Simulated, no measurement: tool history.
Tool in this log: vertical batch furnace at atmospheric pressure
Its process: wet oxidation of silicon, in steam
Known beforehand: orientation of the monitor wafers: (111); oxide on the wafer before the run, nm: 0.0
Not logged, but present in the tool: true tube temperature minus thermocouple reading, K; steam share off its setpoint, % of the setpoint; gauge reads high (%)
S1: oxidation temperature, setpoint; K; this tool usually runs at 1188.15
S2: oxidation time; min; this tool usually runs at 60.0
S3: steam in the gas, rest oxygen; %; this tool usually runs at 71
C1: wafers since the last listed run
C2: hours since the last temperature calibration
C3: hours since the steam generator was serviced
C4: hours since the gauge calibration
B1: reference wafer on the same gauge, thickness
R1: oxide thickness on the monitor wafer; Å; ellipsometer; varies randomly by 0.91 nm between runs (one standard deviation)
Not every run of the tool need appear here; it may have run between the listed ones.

run 1 hour=0.0 | S1=1198.15 S2=77.0 S3=71 | C1=0 C2=2267.1 C3=882.4 C4=711.6 | B1=166.99 | R1=2512.7
run 2 hour=73.3 | S1=1188.15 S2=60.0 S3=71 | C1=985 C2=2340.4 C3=955.7 C4=784.9 | B1=166.99 | R1=1883.7
run 3 hour=109.4 | S1=1188.15 S2=60.0 S3=71 | C1=485 C2=2376.5 C3=991.8 C4=821.0 | B1=167.20 | R1=1875.9
run 4 hour=183.7 | S1=1188.15 S2=60.0 S3=71 | C1=998 C2=2450.8 C3=1066.1 C4=895.3 | B1=166.77 | R1=1864.3
run 5 hour=282.7 | S1=1188.15 S2=60.0 S3=71 | C1=1330 C2=2549.8 C3=1165.1 C4=994.3 | B1=166.91 | R1=1877.6
run 6 hour=322.6 | S1=1188.15 S2=60.0 S3=71 | C1=536 C2=2589.7 C3=1205.0 C4=1034.2 | B1=167.00 | R1=1867.2
run 7 hour=487.3 | S1=1188.15 S2=60.0 S3=71 | C1=2213 C2=2754.4 C3=1369.7 C4=1198.9 | B1=166.98 | R1=1863.5
run 8 hour=537.9 | S1=1188.15 S2=60.0 S3=71 | C1=679 C2=2805.0 C3=1420.3 C4=1249.5 | B1=167.23 | R1=1862.9
-- hour=608.4 gauge calibrated
run 9 hour=621.6 | S1=1188.15 S2=60.0 S3=71 | C1=1124 C2=2888.7 C3=1504.0 C4=13.2 | B1=167.17 | R1=1859.4
run 10 hour=700.1 | S1=1188.15 S2=60.0 S3=71 | C1=1054 C2=2967.2 C3=1582.5 C4=91.7 | B1=167.07 | R1=1873.6
-- hour=801.6 thermocouples replaced and temperature profile calibrated
run 11 hour=803.3 | S1=1188.15 S2=60.0 S3=71 | C1=1064 C2=1.7 C3=1685.7 C4=194.9 | B1=166.67 | R1=1850.6
run 12 hour=909.9 | S1=1188.15 S2=60.0 S3=71 | C1=1432 C2=108.3 C3=1792.3 C4=301.5 | B1=167.29 | R1=1845.7
run 13 hour=952.7 | S1=1188.15 S2=60.0 S3=71 | C1=575 C2=151.1 C3=1835.1 C4=344.3 | B1=166.92 | R1=1849.8
run 14 hour=1055.0 | S1=1172.15 S2=60.0 S3=71 | C1=1374 C2=253.4 C3=1937.4 C4=446.6 | B1=167.04 | R1=1542.8
run 15 hour=1110.8 | S1=1188.15 S2=60.0 S3=62 | C1=749 C2=309.2 C3=1993.2 C4=502.4 | B1=167.10 | R1=1644.4
run 16 hour=1165.1 | S1=1207.15 S2=39.0 S3=71 | C1=729 C2=363.5 C3=2047.5 C4=556.7 | B1=166.91 | R1=1573.8
run 17 hour=1258.8 | S1=1202.15 S2=85.0 S3=65 | C1=1259 C2=457.2 C3=2141.2 C4=650.4 | B1=166.88 | R1=2548.9
run 18 hour=1299.4 | S1=1188.15 S2=60.0 S3=71 | C1=545 C2=497.8 C3=2181.8 C4=691.0 | B1=167.05 | R1=1825.1
run 19 hour=1336.6 | S1=1195.15 S2=60.0 S3=71 | C1=499 C2=535.0 C3=2219.0 C4=728.2 | B1=166.72 | R1=1967.9
run 20 hour=1436.9 | S1=1188.15 S2=60.0 S3=71 | C1=1347 C2=635.3 C3=2319.3 C4=828.5 | B1=166.84 | R1=1831.5
run 21 hour=1487.5 | S1=1201.15 S2=60.0 S3=82 | C1=679 C2=685.9 C3=2369.9 C4=879.1 | B1=166.73 | R1=2297.7
-- hour=1544.7 steam generator serviced
run 22 hour=1579.1 | S1=1165.15 S2=60.0 S3=62 | C1=908 C2=777.5 C3=34.4 C4=970.7 | B1=167.20 | R1=1297.5
run 23 hour=1652.4 | S1=1188.15 S2=60.0 S3=71 | C1=985 C2=850.8 C3=107.7 C4=1044.0 | B1=167.25 | R1=1907.9
run 24 hour=1751.1 | S1=1188.15 S2=60.0 S3=71 | C1=1326 C2=949.5 C3=206.4 C4=1142.7 | B1=167.05 | R1=1910.3
run 25 hour=1789.8 | S1=1165.15 S2=60.0 S3=71 | C1=520 C2=988.2 C3=245.1 C4=1181.4 | B1=166.99 | R1=1466.8
run 26 hour=1861.5 | S1=1188.15 S2=60.0 S3=71 | C1=963 C2=1059.9 C3=316.8 C4=1253.1 | B1=167.02 | R1=1908.1
-- hour=1918.6 gauge calibrated
run 27 hour=1960.3 | S1=1188.15 S2=60.0 S3=71 | C1=1327 C2=1158.7 C3=415.6 C4=41.7 | B1=167.20 | R1=1912.5

Predict each of these 5 candidate next runs independently; none follows another, all start after run 27:
run A hour=1965.7 | S1=1188.15 S2=60.0 S3=71 | C1=72 C2=1164.1 C3=421.0 C4=47.1 | B1=? | R1=?
run B hour=1965.7 | S1=1188.15 S2=39.0 S3=62 | C1=72 C2=1164.1 C3=421.0 C4=47.1 | B1=? | R1=?
run C hour=1965.7 | S1=1174.15 S2=60.0 S3=81 | C1=72 C2=1164.1 C3=421.0 C4=47.1 | B1=? | R1=?
run D hour=1965.7 | S1=1180.15 S2=60.0 S3=64 | C1=72 C2=1164.1 C3=421.0 C4=47.1 | B1=? | R1=?
run E hour=1965.7 | S1=1188.15 S2=68.5 S3=59 | C1=72 C2=1164.1 C3=421.0 C4=47.1 | B1=? | R1=?

run=A B1=166.90 R1=1911.6
run=B B1=166.90 R1=1198.9
run=C B1=166.90 R1=1822.8
run=D B1=166.90 R1=1612.0
run=E B1=166.90 R1=1832.8
Take away the tool's hidden state, keep each run's random variation, and the runs would have read:
run=A R1=1929.9
run=B R1=1211.1
run=C R1=1840.7
run=D R1=1627.9
run=E R1=1850.4

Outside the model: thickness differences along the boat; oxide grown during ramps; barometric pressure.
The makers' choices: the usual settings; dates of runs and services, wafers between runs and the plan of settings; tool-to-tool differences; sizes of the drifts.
